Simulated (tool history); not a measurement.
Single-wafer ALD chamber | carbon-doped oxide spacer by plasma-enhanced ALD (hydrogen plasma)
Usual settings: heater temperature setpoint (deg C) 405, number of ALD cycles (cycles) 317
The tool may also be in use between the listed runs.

| run | hour | heater temperature setpoint (deg C) | number of ALD cycles (cycles) | read-back reference wafer on the same gauge, thickness_nm | mean film thickness on the monitor wafer (Å) |
|---|---|---|---|---|---|
| 1 | 0 | 405 | 317 | 14.306 | 151.6 |
| 2 | 25 | 405 | 317 | 14.299 | 151.75 |
| 3 | 58 | 405 | 317 | 14.315 | 152.25 |
| 4 | 91 | 405 | 317 | 14.274 | 151.9 |
| 5 | 116 | 405 | 317 | 14.29 | 151.43 |
| 6 | 136.8 | 405 | 345 | 14.297 | 164.3 |
| 7 | 169.5 | 405 | 345 | 14.305 | 165.66 |
| 8 | 199.4 | 405 | 345 | 14.309 | 165.62 |
| 9 | 231.2 | 405 | 317 | 14.306 | 152.6 |
| 10 | 243.8 | 405 | 317 | 14.3 | 151.27 |
| 11 | 260.1 | 405 | 317 | 14.31 | 152.54 |
| 12 | 276 | 405 | 317 | 14.311 | 152.05 |
| 13 | 300.7 | 405 | 317 | 14.321 | 151.21 |
| 14 | 315 | 394 | 317 | 14.295 | 153.98 |
| 15 | 350.5 | 394 | 317 | 14.3 | 153.66 |
| 16 | 384.9 | 394 | 317 | 14.29 | 153.88 |
| 17 | 414.5 | 405 | 317 | 14.305 | 151.01 |
| 18 | 436.1 | 405 | 317 | 14.298 | 151.88 |
| 19 | 450.8 | 397 | 304 | 14.31 | 148.2 |
| 20 | 479.5 | 397 | 304 | 14.307 | 147.74 |
| 21 | 503.9 | 401 | 281 | 14.291 | 135.62 |
| 22 | 536 | 419 | 288 | 14.305 | 131.84 |
| 23 | 569.8 | 405 | 345 | 14.304 | 164.79 |
| 24 | 602.4 | 405 | 336 | 14.292 | 160.46 |
| 25 | 624.3 | 405 | 336 | 14.31 | 161.25 |
| 26 | 649.3 | 405 | 295 | 14.296 | 141.5 |
| 27 | 677.6 | 413 | 365 | 14.302 | 170.95 |
| 28 | 701.9 | 400 | 263 | 14.298 | 127.85 |
| 29 | 733.5 | 405 | 317 | 14.29 | 151.78 |
| 30 | 749.8 | 419 | 300 | 14.314 | 137.41 |
| 31 | 773.4 | 405 | 317 | 14.296 | 151.78 |
| 32 | 808.1 | 405 | 317 | 14.291 | 152.11 |
| 33 | 833.8 | 417 | 300 | 14.283 | 138.4 |
| 34 | 859.8 | 405 | 346 | 14.292 | 165.56 |
| 35 | 887.1 | 395 | 273 | 14.291 | 132.17 |
| 36 | 917.9 | 405 | 317 | 14.305 | 151.55 |
| 37 | 936.7 | 414 | 369 | 14.285 | 171.22 |
| 38 | 968.1 | 415 | 270 | 14.298 | 125.48 |
| 39 | 987.6 | 414 | 268 | 14.309 | 124.96 |
| 40 | 1001.6 | 394 | 336 | 14.296 | 162.45 |

The log once held 2 entries between its listed runs, left out of this copy. Where does each go, and what is different about the tool's unlogged condition between the listed run before it and the listed run after it?
From run 16 to run 17: thermocouple changed; heater temperature recalibrated (hour 414)
  nothing in the hidden state changes from one run to the other
From run 21 to run 22: gauge calibrated (hour 511.9)
  nothing in the hidden state changes from one run to the other
